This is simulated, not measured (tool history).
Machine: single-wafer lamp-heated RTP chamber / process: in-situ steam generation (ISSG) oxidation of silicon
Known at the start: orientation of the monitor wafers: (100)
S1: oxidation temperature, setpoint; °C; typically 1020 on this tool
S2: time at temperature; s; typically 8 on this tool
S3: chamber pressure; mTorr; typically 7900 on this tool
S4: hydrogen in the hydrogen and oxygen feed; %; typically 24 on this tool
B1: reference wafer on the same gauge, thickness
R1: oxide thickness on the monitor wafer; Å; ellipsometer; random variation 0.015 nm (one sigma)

run	hour	S1	S2	S3	S4	B1	R1
1	0	1020	8	7400	24	3.601	42.98
2	70.7	1020	8	7400	24	3.6	43.35
3	117.8	1005	8	6900	24	3.599	41.01
4	181	1005	8	6900	24	3.601	41.32
# hour 193.2: pyrometer window cleaned and pyrometer calibrated
5	239.3	1020	8	7900	24	3.601	42.3
6	326.2	1020	8	7900	24	3.601	42.88
7	423	1020	8	7900	24	3.598	42.74
8	508.3	1020	8	7900	24	3.603	43.19
# hour 526.9: pyrometer window cleaned and pyrometer calibrated
9	551.2	1020	8	7900	24	3.599	42.27
10	609.8	1007	8	7900	24	3.6	40.4
11	669.8	1007	8	7900	24	3.603	40.79
# hour 749.6: gauge calibrated
12	750.9	1005	8	7900	24	3.599	40.66
# hour 791: hydrogen flow controller replaced
# hour 827.4: pressure gauge zeroed
# hour 832.3: pyrometer window cleaned and pyrometer calibrated
13	837.9	1005	8	7900	24	3.6	39.82
14	917.3	1020	8	7900	24	3.6	42.65

Run 15, settings as shown, results not yet in. Your forecast:
15	971.8	1020	11	7500	15	?	?

Run 15 produced B1 3.602, R1 43.54 Å.
If the tool had no hidden condition, the same run with the same run-to-run variation would have returned R1 42.88 Å.
